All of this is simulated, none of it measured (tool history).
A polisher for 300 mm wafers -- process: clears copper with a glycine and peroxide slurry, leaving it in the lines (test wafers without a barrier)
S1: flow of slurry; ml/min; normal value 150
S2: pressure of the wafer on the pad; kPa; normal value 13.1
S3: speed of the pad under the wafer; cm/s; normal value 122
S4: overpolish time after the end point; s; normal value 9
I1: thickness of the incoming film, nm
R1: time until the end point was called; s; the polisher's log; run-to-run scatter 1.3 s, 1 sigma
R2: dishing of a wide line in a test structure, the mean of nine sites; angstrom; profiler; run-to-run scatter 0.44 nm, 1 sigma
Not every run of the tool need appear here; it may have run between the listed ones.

Run 1, hour 0: usual settings; I1 491.3. Result: R1 115.2 s, R2 201 angstrom.
Run 2, hour 7.6: usual settings; I1 488.8. Result: R1 117.4 s, R2 206 angstrom.
Run 3, hour 36: usual settings; I1 498.1. Result: R1 122.8 s, R2 194 angstrom.
Run 4, hour 48.2: usual settings; I1 492.3. Result: R1 121.1 s, R2 194 angstrom.
Run 5, hour 56.4: usual settings; I1 487.9. Result: R1 119.2 s, R2 190 angstrom.
Run 6, hour 67.3: usual settings; I1 496.3. Result: R1 121.7 s, R2 192 angstrom.
Run 7, hour 79.8: usual settings; I1 492.6. Result: R1 125.6 s, R2 195 angstrom.
Run 8, hour 88.2: usual settings; I1 488.4. Result: R1 122.5 s, R2 190 angstrom.
Run 9, hour 94.6: usual settings; I1 487.7. Result: R1 123.3 s, R2 199 angstrom.
Run 10, hour 107.1: usual settings; I1 489.3. Result: R1 122.7 s, R2 200 angstrom.
Run 11, hour 121.2: usual settings; I1 486.2. Result: R1 120.7 s, R2 190 angstrom.
At hour 130.8: slurry nozzle cleaned.
At hour 143: worn pad replaced by a new one.
Run 12, hour 161.6: usual settings; I1 489.9. Result: R1 115.9 s, R2 197 angstrom.
At hour 165.7: head pressure recalibrated.
Run 13, hour 175.1: usual settings but S2 15.9 kPa, S3 146 cm/s, S4 6 s; I1 490.3. Result: R1 91 s, R2 179 angstrom.

Run 14 has not been measured yet. What should we expect?
Run 14, hour 192.5: usual settings but S3 154 cm/s; I1 489.7. Result: R1 ?, R2 ?.

{"run 14": {"R1": 101, "R2": 217}}
Were there no unlogged condition in the tool, this run, its random variation unchanged, would have produced R1 94.7 s, R2 228 angstrom.

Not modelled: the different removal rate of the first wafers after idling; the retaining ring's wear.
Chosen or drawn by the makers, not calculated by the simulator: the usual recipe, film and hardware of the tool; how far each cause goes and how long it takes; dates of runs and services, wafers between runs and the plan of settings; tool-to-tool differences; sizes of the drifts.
